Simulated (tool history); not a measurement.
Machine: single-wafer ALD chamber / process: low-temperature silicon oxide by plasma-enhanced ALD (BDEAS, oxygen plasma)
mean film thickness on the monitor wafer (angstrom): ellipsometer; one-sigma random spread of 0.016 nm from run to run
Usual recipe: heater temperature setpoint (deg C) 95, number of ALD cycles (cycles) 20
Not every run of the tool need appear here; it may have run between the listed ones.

run   hour  heater temperature setpoint (deg C)  number of ALD cycles (cycles)  read-back reference wafer on the same gauge, thickness_nm  mean film thickness on the monitor wafer (angstrom)
  1    0.0                                   95                             17                                                      3.226                                                26.56
  2    6.7                                   95                             17                                                      3.238                                                26.88
  3   23.1                                   95                             17                                                      3.234                                                26.62
  4   37.7                                   95                             20                                                      3.233                                                31.21
  5   48.2                                   95                             20                                                      3.234                                                31.26
  6   66.1                                   95                             20                                                      3.231                                                31.48
  7   80.8                                   95                             20                                                      3.233                                                31.19
  8   93.8                                   86                             16                                                      3.235                                                25.74
  9  102.9                                   81                             16                                                      3.232                                                26.08
     109.3  -- gauge calibrated
     118.8  -- thermocouple changed; heater temperature recalibrated
 10  119.3                                   86                             18                                                      3.228                                                29.10
 11  128.5                                   86                             18                                                      3.226                                                28.95
 12  140.4                                   84                             22                                                      3.224                                                35.97
 13  154.0                                   87                             17                                                      3.231                                                27.16
 14  166.2                                  100                             24                                                      3.232                                                36.93

Give the tool's hidden conditions for every run:
wafer temperature above the value expected at the setpoint (K): 0 across all the runs
gauge reads high (%): 0 across all the runs

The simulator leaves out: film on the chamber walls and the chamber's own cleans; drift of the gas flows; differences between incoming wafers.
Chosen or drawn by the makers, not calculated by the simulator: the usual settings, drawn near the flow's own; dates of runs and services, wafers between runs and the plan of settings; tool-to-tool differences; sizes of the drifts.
